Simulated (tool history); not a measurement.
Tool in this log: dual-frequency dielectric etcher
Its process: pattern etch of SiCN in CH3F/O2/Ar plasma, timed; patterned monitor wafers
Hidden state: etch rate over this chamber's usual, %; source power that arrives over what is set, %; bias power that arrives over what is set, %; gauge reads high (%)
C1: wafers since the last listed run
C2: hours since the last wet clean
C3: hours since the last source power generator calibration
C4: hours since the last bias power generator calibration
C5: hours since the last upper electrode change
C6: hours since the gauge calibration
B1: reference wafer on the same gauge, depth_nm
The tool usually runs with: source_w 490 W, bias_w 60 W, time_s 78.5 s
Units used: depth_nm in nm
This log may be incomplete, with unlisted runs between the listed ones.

run 1 hour=0.0 | source_w=490 bias_w=60 time_s=78.5 | C1=0 C2=223.7 C3=3247.0 C4=3988.6 C5=3793.8 C6=119.0 | B1=33.34 | depth_nm=29.33
run 2 hour=66.2 | source_w=490 bias_w=60 time_s=78.5 | C1=648 C2=289.9 C3=3313.2 C4=4054.8 C5=3860.0 C6=185.2 | B1=33.22 | depth_nm=29.27
-- hour=234.1 wet clean of the chamber
run 3 hour=234.6 | source_w=490 bias_w=60 time_s=78.5 | C1=1415 C2=0.5 C3=3481.6 C4=4223.2 C5=4028.4 C6=353.6 | B1=33.20 | depth_nm=30.61
run 4 hour=264.2 | source_w=490 bias_w=66 time_s=78.5 | C1=290 C2=30.1 C3=3511.2 C4=4252.8 C5=4058.0 C6=383.2 | B1=33.26 | depth_nm=31.37
run 5 hour=322.6 | source_w=490 bias_w=66 time_s=78.5 | C1=572 C2=88.5 C3=3569.6 C4=4311.2 C5=4116.4 C6=441.6 | B1=33.23 | depth_nm=31.09
run 6 hour=376.5 | source_w=490 bias_w=66 time_s=78.5 | C1=528 C2=142.4 C3=3623.5 C4=4365.1 C5=4170.3 C6=495.5 | B1=33.29 | depth_nm=30.89
run 7 hour=439.2 | source_w=490 bias_w=60 time_s=78.5 | C1=614 C2=205.1 C3=3686.2 C4=4427.8 C5=4233.0 C6=558.2 | B1=33.28 | depth_nm=29.53
run 8 hour=472.2 | source_w=490 bias_w=60 time_s=78.5 | C1=323 C2=238.1 C3=3719.2 C4=4460.8 C5=4266.0 C6=591.2 | B1=33.36 | depth_nm=29.69
-- hour=500.0 gauge calibrated
run 9 hour=541.6 | source_w=390 bias_w=60 time_s=78.5 | C1=680 C2=307.5 C3=3788.6 C4=4530.2 C5=4335.4 C6=41.6 | B1=33.26 | depth_nm=27.43
run 10 hour=580.8 | source_w=490 bias_w=60 time_s=78.5 | C1=384 C2=346.7 C3=3827.8 C4=4569.4 C5=4374.6 C6=80.8 | B1=33.29 | depth_nm=29.57
-- hour=606.5 bias power generator calibrated
run 11 hour=623.0 | source_w=490 bias_w=60 time_s=85.0 | C1=374 C2=388.9 C3=3870.0 C4=16.5 C5=4416.8 C6=123.0 | B1=33.32 | depth_nm=31.99
-- hour=682.4 upper electrode replaced
run 12 hour=686.9 | source_w=490 bias_w=60 time_s=78.5 | C1=391 C2=452.8 C3=3933.9 C4=80.4 C5=4.5 C6=186.9 | B1=33.33 | depth_nm=29.20
-- hour=696.2 source power generator calibrated
-- hour=714.3 wet clean of the chamber
run 13 hour=754.8 | source_w=490 bias_w=60 time_s=70.0 | C1=448 C2=40.5 C3=58.6 C4=148.3 C5=72.4 C6=254.8 | B1=33.31 | depth_nm=26.54
run 14 hour=826.0 | source_w=550 bias_w=60 time_s=78.5 | C1=698 C2=111.7 C3=129.8 C4=219.5 C5=143.6 C6=326.0 | B1=33.28 | depth_nm=31.27
run 15 hour=878.5 | source_w=490 bias_w=48 time_s=101.0 | C1=514 C2=164.2 C3=182.3 C4=272.0 C5=196.1 C6=378.5 | B1=33.25 | depth_nm=35.63
run 16 hour=904.4 | source_w=580 bias_w=56 time_s=88.5 | C1=253 C2=190.1 C3=208.2 C4=297.9 C5=222.0 C6=404.4 | B1=33.28 | depth_nm=34.85
run 17 hour=961.0 | source_w=460 bias_w=60 time_s=78.5 | C1=554 C2=246.7 C3=264.8 C4=354.5 C5=278.6 C6=461.0 | B1=33.41 | depth_nm=28.76

What if the next run were any one of these 3? Each begins from the tool's condition after run 17:
run A hour=961.4 | source_w=420 bias_w=60 time_s=78.5 | C1=3 C2=247.1 C3=265.2 C4=354.9 C5=279.0 C6=461.4 | B1=? | depth_nm=?
run B hour=961.4 | source_w=450 bias_w=60 time_s=78.5 | C1=3 C2=247.1 C3=265.2 C4=354.9 C5=279.0 C6=461.4 | B1=? | depth_nm=?
run C hour=961.4 | source_w=490 bias_w=67 time_s=78.5 | C1=3 C2=247.1 C3=265.2 C4=354.9 C5=279.0 C6=461.4 | B1=? | depth_nm=?

run=A B1=33.39 depth_nm=28.09
run=B B1=33.39 depth_nm=28.79
run=C B1=33.39 depth_nm=30.76
Without the tool's hidden state the same runs would have given:
run=A depth_nm=28.60
run=B depth_nm=29.32
run=C depth_nm=31.32
